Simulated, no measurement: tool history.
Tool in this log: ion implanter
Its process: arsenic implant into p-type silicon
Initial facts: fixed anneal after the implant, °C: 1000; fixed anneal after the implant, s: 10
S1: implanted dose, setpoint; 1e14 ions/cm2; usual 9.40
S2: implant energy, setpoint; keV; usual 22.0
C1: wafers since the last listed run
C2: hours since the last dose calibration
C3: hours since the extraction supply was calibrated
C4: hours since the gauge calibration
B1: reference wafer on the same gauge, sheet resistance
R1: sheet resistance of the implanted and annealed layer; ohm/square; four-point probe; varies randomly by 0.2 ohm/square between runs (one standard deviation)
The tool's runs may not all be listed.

run 1 hour=0.0 | S1=11.30 S2=22.0 | C1=0 C2=1331.1 C3=4737.0 C4=97.7 | B1=129.99 | R1=121.74
run 2 hour=13.4 | S1=11.30 S2=22.0 | C1=140 C2=1344.5 C3=4750.4 C4=111.1 | B1=129.94 | R1=121.79
run 3 hour=31.0 | S1=8.44 S2=22.0 | C1=184 C2=1362.1 C3=4768.0 C4=128.7 | B1=130.01 | R1=139.38
run 4 hour=48.3 | S1=8.44 S2=22.0 | C1=181 C2=1379.4 C3=4785.3 C4=146.0 | B1=129.99 | R1=139.11
run 5 hour=107.6 | S1=9.40 S2=16.0 | C1=623 C2=1438.7 C3=4844.6 C4=205.3 | B1=130.04 | R1=145.13
-- hour=110.1 gauge calibrated
-- hour=125.0 Faraday cup replaced and dose calibrated
run 6 hour=129.1 | S1=9.40 S2=16.0 | C1=141 C2=4.1 C3=4866.1 C4=19.0 | B1=130.03 | R1=148.56
-- hour=159.2 extraction supply calibrated
run 7 hour=163.3 | S1=7.62 S2=24.5 | C1=275 C2=38.3 C3=4.1 C4=53.2 | B1=130.02 | R1=147.46
run 8 hour=184.2 | S1=8.44 S2=22.0 | C1=219 C2=59.2 C3=25.0 C4=74.1 | B1=130.00 | R1=143.49
run 9 hour=217.9 | S1=7.61 S2=16.0 | C1=354 C2=92.9 C3=58.7 C4=107.8 | B1=129.98 | R1=163.58
run 10 hour=244.6 | S1=10.72 S2=22.0 | C1=280 C2=119.6 C3=85.4 C4=134.5 | B1=129.98 | R1=127.58
run 11 hour=258.6 | S1=7.27 S2=18.0 | C1=147 C2=133.6 C3=99.4 C4=148.5 | B1=130.01 | R1=163.36
run 12 hour=272.2 | S1=6.84 S2=26.5 | C1=142 C2=147.2 C3=113.0 C4=162.1 | B1=129.98 | R1=156.12
run 13 hour=290.4 | S1=11.66 S2=16.0 | C1=191 C2=165.4 C3=131.2 C4=180.3 | B1=129.98 | R1=137.34
run 14 hour=307.1 | S1=10.86 S2=22.0 | C1=175 C2=182.1 C3=147.9 C4=197.0 | B1=130.01 | R1=126.58
-- hour=307.4 gauge calibrated
run 15 hour=325.3 | S1=9.40 S2=16.0 | C1=191 C2=200.3 C3=166.1 C4=17.9 | B1=130.03 | R1=148.52

Consider 3 possible next runs. They are alternatives, not a sequence: every one starts from the tool as it was left by run 15. What does each give?
run A hour=325.7 | S1=11.71 S2=22.0 | C1=4 C2=200.7 C3=166.5 C4=18.3 | B1=? | R1=?
run B hour=325.7 | S1=9.40 S2=26.0 | C1=4 C2=200.7 C3=166.5 C4=18.3 | B1=? | R1=?
run C hour=325.7 | S1=8.49 S2=27.0 | C1=4 C2=200.7 C3=166.5 C4=18.3 | B1=? | R1=?

run=A B1=130.01 R1=122.77
run=B B1=130.01 R1=128.63
run=C B1=130.01 R1=135.06
Without the tool's unlogged condition, the same runs would have read:
run=A R1=122.69
run=B R1=128.52
run=C R1=134.93
